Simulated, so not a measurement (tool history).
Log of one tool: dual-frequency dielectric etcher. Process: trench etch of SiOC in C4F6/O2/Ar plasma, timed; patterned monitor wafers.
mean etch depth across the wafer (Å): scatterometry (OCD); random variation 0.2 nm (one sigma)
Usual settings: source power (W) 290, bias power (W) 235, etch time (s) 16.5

run	day	source power (W)	bias power (W)	etch time (s)	wafers since the last listed run	hours since the last wet clean	hours since the last source power generator calibration	hours since the last bias power generator calibration	hours since the last upper electrode change	hours since the gauge calibration	read-back reference wafer on the same gauge, depth_nm	mean etch depth across the wafer (Å)
1	0.000	290	235	19.5	0	522.6	2919.2	3993.3	2701.8	209.0	36.70	402.8
2	0.475	290	235	19.5	136	534.0	2930.6	4004.7	2713.2	220.4	36.65	405.0
# day 0.779: gauge calibrated
3	0.804	290	235	19.5	94	541.9	2938.5	4012.6	2721.1	0.6	36.72	400.2
4	1.179	290	217	16.5	107	550.9	2947.5	4021.6	2730.1	9.6	36.64	331.7
5	1.688	290	217	16.5	146	563.1	2959.7	4033.8	2742.3	21.8	36.73	332.6
6	2.417	290	217	16.5	209	580.6	2977.2	4051.3	2759.8	39.3	36.71	331.2
# day 3.867: upper electrode replaced
# day 4.271: wet clean of the chamber
7	4.292	290	235	16.5	135	0.5	3022.2	4096.3	10.2	84.3	36.70	353.2
8	4.908	290	235	16.5	177	15.3	3037.0	4111.1	25.0	99.1	36.71	353.2
9	5.542	290	235	16.5	182	30.5	3052.2	4126.3	40.2	114.3	36.72	355.6
10	6.033	290	235	16.5	141	42.3	3064.0	4138.1	52.0	126.1	36.65	351.9
11	6.438	290	235	16.5	116	52.0	3073.7	4147.8	61.7	135.8	36.67	356.0
# day 6.696: source power generator calibrated
12	7.146	290	235	16.5	155	69.0	10.8	4164.8	78.7	152.8	36.65	354.3
13	7.667	290	235	16.5	149	81.5	23.3	4177.3	91.2	165.3	36.67	355.4
14	7.938	290	216	20.5	77	88.0	29.8	4183.8	97.7	171.8	36.71	428.6
# day 8.350: gauge calibrated
15	8.388	220	281	18.5	129	98.8	40.6	4194.6	108.5	0.9	36.71	367.1
# day 8.842: bias power generator calibrated
16	8.875	290	188	16.5	92	110.5	52.3	0.8	120.2	12.6	36.65	333.8
17	9.246	310	265	18.0	106	119.4	61.2	9.7	129.1	21.5	36.72	401.9
18	9.600	230	264	21.0	101	127.9	69.7	18.2	137.6	30.0	36.73	418.6
19	10.300	290	275	16.5	201	144.7	86.5	35.0	154.4	46.8	36.62	363.1
20	10.688	290	235	16.5	111	154.0	95.8	44.3	163.7	56.1	36.68	345.6
21	11.088	290	235	16.5	115	163.6	105.4	53.9	173.3	65.7	36.69	349.7
22	11.429	290	235	16.5	98	171.8	113.6	62.1	181.5	73.9	36.68	350.9
23	11.792	350	235	16.5	104	180.5	122.3	70.8	190.2	82.6	36.72	378.2
24	12.146	310	276	12.5	101	189.0	130.8	79.3	198.7	91.1	36.69	283.0
25	12.596	350	198	18.0	129	199.8	141.6	90.1	209.5	101.9	36.67	400.0

3 ways to go on from here, each from the tool as it stands after run 25. What would each give?
A	12.612	290	235	16.5	4	200.2	142.0	90.5	209.9	102.3	?	?
B	12.612	290	176	19.0	4	200.2	142.0	90.5	209.9	102.3	?	?
C	12.612	340	267	14.0	4	200.2	142.0	90.5	209.9	102.3	?	?

run	read-back reference wafer on the same gauge, depth_nm	mean etch depth across the wafer (Å)
A	36.71	347.0
B	36.71	372.4
C	36.71	325.6
Without the tool's hidden state the same runs would have given:
run	mean etch depth across the wafer (Å)
A	355.8
B	381.8
C	333.9
